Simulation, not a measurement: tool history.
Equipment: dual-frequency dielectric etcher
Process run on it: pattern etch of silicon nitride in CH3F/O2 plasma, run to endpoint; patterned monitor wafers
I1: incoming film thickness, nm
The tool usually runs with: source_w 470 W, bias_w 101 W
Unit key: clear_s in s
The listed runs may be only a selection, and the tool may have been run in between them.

{"run": 1, "hour": 0.0, "source_w": 410, "bias_w": 109, "I1": 58.1, "clear_s": 55.2}
{"hour": 3.7, "done": "wet clean of the chamber"}
{"run": 2, "hour": 55.7, "source_w": 410, "bias_w": 109, "I1": 58.8, "clear_s": 57.0}
{"run": 3, "hour": 98.2, "source_w": 410, "bias_w": 109, "I1": 58.8, "clear_s": 56.5}
{"run": 4, "hour": 150.5, "source_w": 470, "bias_w": 101, "I1": 58.8, "clear_s": 55.7}
{"run": 5, "hour": 194.8, "source_w": 470, "bias_w": 101, "I1": 58.5, "clear_s": 55.5}
{"run": 6, "hour": 258.1, "source_w": 470, "bias_w": 101, "I1": 58.5, "clear_s": 55.8}
{"hour": 277.1, "done": "bias power generator calibrated"}
{"hour": 329.1, "done": "source power generator calibrated"}
{"hour": 377.2, "done": "wet clean of the chamber"}
{"hour": 451.2, "done": "upper electrode replaced"}
{"run": 7, "hour": 471.8, "source_w": 470, "bias_w": 92, "I1": 58.5, "clear_s": 56.8}
{"run": 8, "hour": 496.3, "source_w": 470, "bias_w": 101, "I1": 58.7, "clear_s": 55.3}
{"run": 9, "hour": 522.1, "source_w": 470, "bias_w": 101, "I1": 58.5, "clear_s": 55.2}
{"run": 10, "hour": 555.9, "source_w": 420, "bias_w": 101, "I1": 58.7, "clear_s": 57.6}
{"run": 11, "hour": 586.4, "source_w": 420, "bias_w": 91, "I1": 58.5, "clear_s": 59.6}

What will run 12 give?
{"run": 12, "hour": 652.2, "source_w": 360, "bias_w": 89, "I1": 58.7, "clear_s": "?"}

{"run 12": {"clear_s": 61.9}}
Had the tool carried no hidden state, the very same run would have given clear_s 61.9 s.

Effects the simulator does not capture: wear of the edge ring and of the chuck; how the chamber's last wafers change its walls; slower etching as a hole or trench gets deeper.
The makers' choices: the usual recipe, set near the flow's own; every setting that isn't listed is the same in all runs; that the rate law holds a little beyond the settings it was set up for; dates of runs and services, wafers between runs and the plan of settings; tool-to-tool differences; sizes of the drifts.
